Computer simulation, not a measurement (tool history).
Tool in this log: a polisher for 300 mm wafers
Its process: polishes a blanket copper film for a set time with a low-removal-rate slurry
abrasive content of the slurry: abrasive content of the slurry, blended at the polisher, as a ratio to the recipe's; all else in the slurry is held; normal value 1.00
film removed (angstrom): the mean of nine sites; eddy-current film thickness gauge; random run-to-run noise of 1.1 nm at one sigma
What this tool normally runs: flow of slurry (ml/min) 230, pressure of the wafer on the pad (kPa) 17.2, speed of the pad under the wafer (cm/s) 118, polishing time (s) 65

| run | hour | flow of slurry (ml/min) | pressure of the wafer on the pad (kPa) | speed of the pad under the wafer (cm/s) | abrasive content of the slurry | polishing time (s) | wafers since the last listed run | wafers polished on this pad | hours since the slurry nozzle was cleaned | hours since the head pressure was calibrated | hours since the slurry blender was calibrated | incoming thickness of the incoming film, nm | film removed (angstrom) |
|---|---|---|---|---|---|---|---|---|---|---|---|---|---|
| 1 | 0.0 | 200 | 17.2 | 118 | 1.00 | 65 | 0 | 897 | 98.4 | 929.4 | 45.9 | 1017.5 | 1510 |
|  | 15.1 | worn pad replaced by a new one |
| 2 | 17.0 | 230 | 17.2 | 118 | 1.00 | 65 | 168 | 23 | 115.4 | 946.4 | 62.9 | 998.5 | 1650 |
| 3 | 30.9 | 230 | 17.2 | 118 | 1.00 | 65 | 180 | 203 | 129.3 | 960.3 | 76.8 | 1025.8 | 1616 |
| 4 | 65.4 | 230 | 17.2 | 118 | 1.00 | 65 | 446 | 650 | 163.8 | 994.8 | 111.3 | 1007.5 | 1562 |
|  | 70.2 | slurry blender recalibrated |
| 5 | 82.7 | 230 | 17.2 | 118 | 1.20 | 58 | 198 | 848 | 181.1 | 1012.1 | 12.5 | 1007.0 | 1456 |
|  | 103.8 | worn pad replaced by a new one |
| 6 | 110.1 | 230 | 17.2 | 118 | 1.20 | 58 | 303 | 82 | 208.5 | 1039.5 | 39.9 | 1016.2 | 1560 |
| 7 | 126.8 | 230 | 17.2 | 118 | 1.20 | 58 | 216 | 298 | 225.2 | 1056.2 | 56.6 | 1006.6 | 1552 |
|  | 130.3 | slurry nozzle cleaned |
| 8 | 148.2 | 170 | 17.2 | 118 | 1.00 | 65 | 264 | 562 | 17.9 | 1077.6 | 78.0 | 1007.5 | 1519 |
| 9 | 169.3 | 230 | 17.2 | 118 | 1.20 | 65 | 273 | 835 | 39.0 | 1098.7 | 99.1 | 998.1 | 1661 |
|  | 188.0 | head pressure recalibrated |
|  | 191.9 | worn pad replaced by a new one |
|  | 197.5 | slurry blender recalibrated |
| 10 | 201.5 | 230 | 17.2 | 118 | 1.00 | 65 | 314 | 97 | 71.2 | 13.5 | 4.0 | 1006.9 | 1659 |
| 11 | 213.8 | 230 | 17.2 | 158 | 0.90 | 65 | 159 | 257 | 83.5 | 25.8 | 16.3 | 1005.1 | 2075 |
| 12 | 227.6 | 230 | 17.2 | 118 | 1.00 | 65 | 178 | 435 | 97.3 | 39.6 | 30.1 | 1005.1 | 1626 |
| 13 | 252.0 | 180 | 17.2 | 118 | 1.20 | 65 | 315 | 751 | 121.7 | 64.0 | 54.5 | 1000.7 | 1648 |
| 14 | 265.2 | 300 | 20.7 | 118 | 1.15 | 65 | 170 | 922 | 134.9 | 77.2 | 67.7 | 993.7 | 2018 |
|  | 278.8 | worn pad replaced by a new one |
| 15 | 286.7 | 310 | 17.2 | 118 | 1.00 | 65 | 226 | 102 | 156.4 | 98.7 | 89.2 | 995.7 | 1702 |
| 16 | 313.2 | 170 | 17.2 | 118 | 0.70 | 65 | 343 | 446 | 182.9 | 125.2 | 115.7 | 1012.9 | 1343 |
| 17 | 328.9 | 255 | 13.1 | 118 | 1.00 | 65 | 203 | 649 | 198.6 | 140.9 | 131.4 | 1001.9 | 1205 |
|  | 333.1 | slurry blender recalibrated |
| 18 | 342.1 | 230 | 22.1 | 86 | 0.85 | 87 | 145 | 794 | 211.8 | 154.1 | 9.0 | 1004.2 | 1841 |
|  | 364.1 | worn pad replaced by a new one |
| 19 | 364.6 | 230 | 17.2 | 118 | 1.00 | 65 | 239 | 5 | 234.3 | 176.6 | 31.5 | 1009.3 | 1655 |

The same runs without the tool's hidden state, with the same run-to-run variation:
Hidden state at play: removal rate lost through wear of the pad, %; slurry flow missing at the pad, %; deviation of the head's pressure from its setpoint, %; abrasive missing from the slurry, %.
| run | film removed (angstrom) |
|---|---|
| 1 | 1642 |
| 2 | 1682 |
| 3 | 1670 |
| 4 | 1670 |
| 5 | 1584 |
| 6 | 1584 |
| 7 | 1600 |
| 8 | 1599 |
| 9 | 1786 |
| 10 | 1680 |
| 11 | 2125 |
| 12 | 1687 |
| 13 | 1752 |
| 14 | 2174 |
| 15 | 1742 |
| 16 | 1410 |
| 17 | 1285 |
| 18 | 1989 |
| 19 | 1663 |

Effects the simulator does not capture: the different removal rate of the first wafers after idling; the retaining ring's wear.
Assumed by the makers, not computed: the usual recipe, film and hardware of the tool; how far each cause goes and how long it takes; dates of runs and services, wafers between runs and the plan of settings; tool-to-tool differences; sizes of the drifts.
